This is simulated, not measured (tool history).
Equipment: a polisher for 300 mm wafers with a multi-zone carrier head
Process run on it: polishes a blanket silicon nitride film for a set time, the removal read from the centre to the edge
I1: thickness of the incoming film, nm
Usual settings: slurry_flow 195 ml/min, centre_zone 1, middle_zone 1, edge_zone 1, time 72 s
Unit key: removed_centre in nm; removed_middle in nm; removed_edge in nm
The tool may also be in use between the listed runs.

run 1 hour=0 | slurry_flow=195 centre_zone=1 middle_zone=1 edge_zone=1 time=63 | I1=473.4 | removed_centre=142.3 removed_middle=147.7 removed_edge=147.6
-- hour=49.6 slurry nozzle cleaned
run 2 hour=104.7 | slurry_flow=195 centre_zone=1 middle_zone=1 edge_zone=1 time=72 | I1=468.6 | removed_centre=162.9 removed_middle=168.1 removed_edge=171.9
-- hour=135.9 worn pad replaced by a new one
run 3 hour=143.2 | slurry_flow=195 centre_zone=1 middle_zone=1 edge_zone=1 time=72 | I1=470.7 | removed_centre=162.9 removed_middle=167.7 removed_edge=169.7
run 4 hour=246.3 | slurry_flow=195 centre_zone=1 middle_zone=1 edge_zone=1 time=72 | I1=473.9 | removed_centre=159 removed_middle=166.6 removed_edge=167.4
-- hour=254.7 edge zone pressure recalibrated
run 5 hour=282.4 | slurry_flow=195 centre_zone=1.03 middle_zone=1 edge_zone=1 time=72 | I1=473.5 | removed_centre=166.5 removed_middle=167.4 removed_edge=168.9
run 6 hour=339.2 | slurry_flow=195 centre_zone=1 middle_zone=1 edge_zone=1 time=72 | I1=480.2 | removed_centre=160.1 removed_middle=166.2 removed_edge=171.1
-- hour=395.4 slurry nozzle cleaned
run 7 hour=443.3 | slurry_flow=195 centre_zone=1 middle_zone=1 edge_zone=1 time=58 | I1=472.9 | removed_centre=124.9 removed_middle=137.1 removed_edge=139.5
run 8 hour=521.7 | slurry_flow=195 centre_zone=1 middle_zone=1 edge_zone=1 time=58 | I1=464.1 | removed_centre=123.1 removed_middle=135.7 removed_edge=139.5
-- hour=526.7 worn pad replaced by a new one
run 9 hour=583.4 | slurry_flow=195 centre_zone=1 middle_zone=1 edge_zone=1 time=72 | I1=466.5 | removed_centre=149.8 removed_middle=169.7 removed_edge=165.5
run 10 hour=685.7 | slurry_flow=195 centre_zone=1 middle_zone=1 edge_zone=1 time=72 | I1=471.1 | removed_centre=148.8 removed_middle=168.6 removed_edge=166.1
-- hour=694.6 carrier head's membrane replaced by a new one
-- hour=739.7 edge zone pressure recalibrated
-- hour=751.4 slurry nozzle cleaned
run 11 hour=791.9 | slurry_flow=195 centre_zone=1 middle_zone=1 edge_zone=1 time=72 | I1=465.2 | removed_centre=145.1 removed_middle=170.4 removed_edge=169.7
run 12 hour=842.8 | slurry_flow=155 centre_zone=1 middle_zone=0.95 edge_zone=1.09 time=96 | I1=478.6 | removed_centre=182.7 removed_middle=206.7 removed_edge=226.4
-- hour=877.3 centre zone pressure recalibrated
run 13 hour=894.5 | slurry_flow=195 centre_zone=1 middle_zone=1.04 edge_zone=1 time=72 | I1=477 | removed_centre=168.2 removed_middle=170.9 removed_edge=168.8
-- hour=931.2 worn pad replaced by a new one
run 14 hour=941.8 | slurry_flow=195 centre_zone=1 middle_zone=1.03 edge_zone=1 time=49 | I1=468.1 | removed_centre=113.2 removed_middle=116.2 removed_edge=114.4
-- hour=1085.9 slurry nozzle cleaned
run 15 hour=1150.3 | slurry_flow=250 centre_zone=1.12 middle_zone=1 edge_zone=1.09 time=53 | I1=473.9 | removed_centre=140.3 removed_middle=127.9 removed_edge=131.3
run 16 hour=1244 | slurry_flow=195 centre_zone=1 middle_zone=0.96 edge_zone=0.9 time=72 | I1=460.5 | removed_centre=164.3 removed_middle=161.8 removed_edge=162.2
-- hour=1267.9 worn pad replaced by a new one
-- hour=1308.4 edge zone pressure recalibrated
run 17 hour=1319.8 | slurry_flow=250 centre_zone=1.12 middle_zone=1 edge_zone=1.09 time=53 | I1=462.5 | removed_centre=138.8 removed_middle=128 removed_edge=130.2
run 18 hour=1382.9 | slurry_flow=250 centre_zone=1.12 middle_zone=1 edge_zone=1.09 time=53 | I1=471.4 | removed_centre=140.5 removed_middle=129.2 removed_edge=129.6
-- hour=1440.5 slurry nozzle cleaned
run 19 hour=1480.8 | slurry_flow=195 centre_zone=1 middle_zone=1.09 edge_zone=1 time=72 | I1=473.3 | removed_centre=164.6 removed_middle=177.4 removed_edge=168.5
run 20 hour=1570.7 | slurry_flow=195 centre_zone=1 middle_zone=1 edge_zone=1 time=72 | I1=475.1 | removed_centre=161.6 removed_middle=170 removed_edge=168.4
-- hour=1616.2 worn pad replaced by a new one
run 21 hour=1639.9 | slurry_flow=195 centre_zone=1.08 middle_zone=1 edge_zone=0.9 time=84 | I1=468.4 | removed_centre=198.4 removed_middle=195.5 removed_edge=187.7
-- hour=1659.4 carrier head's membrane replaced by a new one
run 22 hour=1716.7 | slurry_flow=260 centre_zone=1.1 middle_zone=1 edge_zone=0.95 time=84 | I1=471.6 | removed_centre=215.9 removed_middle=206 removed_edge=200.7
-- hour=1766.2 slurry nozzle cleaned
run 23 hour=1802.8 | slurry_flow=195 centre_zone=1 middle_zone=0.9 edge_zone=1 time=63 | I1=471.2 | removed_centre=135.6 removed_middle=134.6 removed_edge=146.2

Here are 3 independent what-if runs from the current tool condition. What would each one return?
run A hour=1803.3 | slurry_flow=195 centre_zone=1 middle_zone=1 edge_zone=1 time=72 | I1=463.7 | removed_centre=? removed_middle=? removed_edge=?
run B hour=1803.3 | slurry_flow=195 centre_zone=1 middle_zone=1 edge_zone=0.95 time=72 | I1=463.7 | removed_centre=? removed_middle=? removed_edge=?
run C hour=1803.3 | slurry_flow=260 centre_zone=1.04 middle_zone=1.09 edge_zone=1 time=56 | I1=463.7 | removed_centre=? removed_middle=? removed_edge=?

run=A removed_centre=157.6 removed_middle=166.2 removed_edge=167.9
run=B removed_centre=157.6 removed_middle=166.2 removed_edge=165.3
run=C removed_centre=133.4 removed_middle=142 removed_edge=134.4
The same runs, with their run-to-run variation unchanged, on a tool lacking any hidden condition would have given:
run=A removed_centre=166.2 removed_middle=166.1 removed_edge=167.9
run=B removed_centre=166.2 removed_middle=166.2 removed_edge=165.3
run=C removed_centre=140.6 removed_middle=142 removed_edge=134.4

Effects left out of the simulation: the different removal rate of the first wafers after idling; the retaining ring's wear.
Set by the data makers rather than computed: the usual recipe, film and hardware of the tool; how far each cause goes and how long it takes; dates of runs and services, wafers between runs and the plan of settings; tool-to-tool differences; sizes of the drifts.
